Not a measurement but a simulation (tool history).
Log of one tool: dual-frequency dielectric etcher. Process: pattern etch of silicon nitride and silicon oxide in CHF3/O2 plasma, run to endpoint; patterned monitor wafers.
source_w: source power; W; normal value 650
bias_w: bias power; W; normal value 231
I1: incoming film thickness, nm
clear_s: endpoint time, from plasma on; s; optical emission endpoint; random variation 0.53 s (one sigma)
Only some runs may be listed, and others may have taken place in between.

Run 1, hour 0: usual settings but source_w 560 W, bias_w 268 W; I1 289.5. Result: clear_s 181.8 s.
Run 2, hour 52: usual settings but source_w 560 W, bias_w 268 W; I1 294. Result: clear_s 184.7 s.
Run 3, hour 137.1: usual settings but source_w 560 W, bias_w 268 W; I1 292.6. Result: clear_s 184.6 s.
At hour 175.9: wet clean of the chamber.
Run 4, hour 242.6: usual settings; I1 290.8. Result: clear_s 178.9 s.
Run 5, hour 285.1: usual settings but bias_w 257 W; I1 290.7. Result: clear_s 174.2 s.
Run 6, hour 390.5: usual settings but bias_w 257 W; I1 289.8. Result: clear_s 174.5 s.
Run 7, hour 439.1: usual settings but bias_w 257 W; I1 295.2. Result: clear_s 179 s.
Run 8, hour 533.5: usual settings; I1 290.2. Result: clear_s 181 s.
At hour 602.6: bias power generator calibrated.
Run 9, hour 603.8: usual settings; I1 289.1. Result: clear_s 181.6 s.
At hour 659.3: source power generator calibrated.
At hour 730.3: wet clean of the chamber.
Run 10, hour 730.8: usual settings; I1 292.4. Result: clear_s 179.6 s.
Run 11, hour 809.6: usual settings; I1 290.1. Result: clear_s 178.7 s.
Run 12, hour 910.1: usual settings; I1 290.3. Result: clear_s 179.6 s.
Run 13, hour 979.6: usual settings but source_w 570 W, bias_w 253 W; I1 292.7. Result: clear_s 184.4 s.
Run 14, hour 1049.7: usual settings but source_w 580 W, bias_w 206 W; I1 291.4. Result: clear_s 192.5 s.
Run 15, hour 1119.9: usual settings but source_w 610 W, bias_w 265 W; I1 286.7. Result: clear_s 176.3 s.
Run 16, hour 1196.1: usual settings but source_w 800 W, bias_w 268 W; I1 293.7. Result: clear_s 168.9 s.
At hour 1274.7: wet clean of the chamber.
Run 17, hour 1277.9: usual settings; I1 288.8. Result: clear_s 178 s.
At hour 1358.1: upper electrode replaced.
Run 18, hour 1368.4: usual settings but source_w 750 W, bias_w 186 W; I1 287.9. Result: clear_s 180.1 s.
Run 19, hour 1408.9: usual settings but source_w 720 W, bias_w 251 W; I1 291.2. Result: clear_s 172.4 s.
Run 20, hour 1485.6: usual settings but bias_w 271 W; I1 291.5. Result: clear_s 174.7 s.
Run 21, hour 1564.3: usual settings but source_w 570 W, bias_w 183 W; I1 290.6. Result: clear_s 199.8 s.
Run 22, hour 1651.8: usual settings but bias_w 200 W; I1 296.1. Result: clear_s 193 s.
Run 23, hour 1705.9: usual settings but bias_w 264 W; I1 291.1. Result: clear_s 178.1 s.
Run 24, hour 1780.8: usual settings; I1 294.2. Result: clear_s 186.2 s.

State the hidden condition of the tool at each of the runs:
source power that arrives over what is set, %: 0 at every run
bias power that arrives over what is set, %: 0 at every run
H1: etch rate over this chamber's usual, %
run      H1
  1   -2.11
  2   -2.44
  3   -2.98
  4   -0.35
  5  -0.619
  6   -1.29
  7   -1.59
  8   -2.19
  9   -2.63
 10   0.206
 11  -0.292
 12  -0.927
 13   -1.37
 14   -1.81
 15   -2.25
 16   -2.73
 17  -0.336
 18  -0.908
 19   -1.16
 20   -1.65
 21   -2.15
 22    -2.7
 23   -3.04
 24   -3.51

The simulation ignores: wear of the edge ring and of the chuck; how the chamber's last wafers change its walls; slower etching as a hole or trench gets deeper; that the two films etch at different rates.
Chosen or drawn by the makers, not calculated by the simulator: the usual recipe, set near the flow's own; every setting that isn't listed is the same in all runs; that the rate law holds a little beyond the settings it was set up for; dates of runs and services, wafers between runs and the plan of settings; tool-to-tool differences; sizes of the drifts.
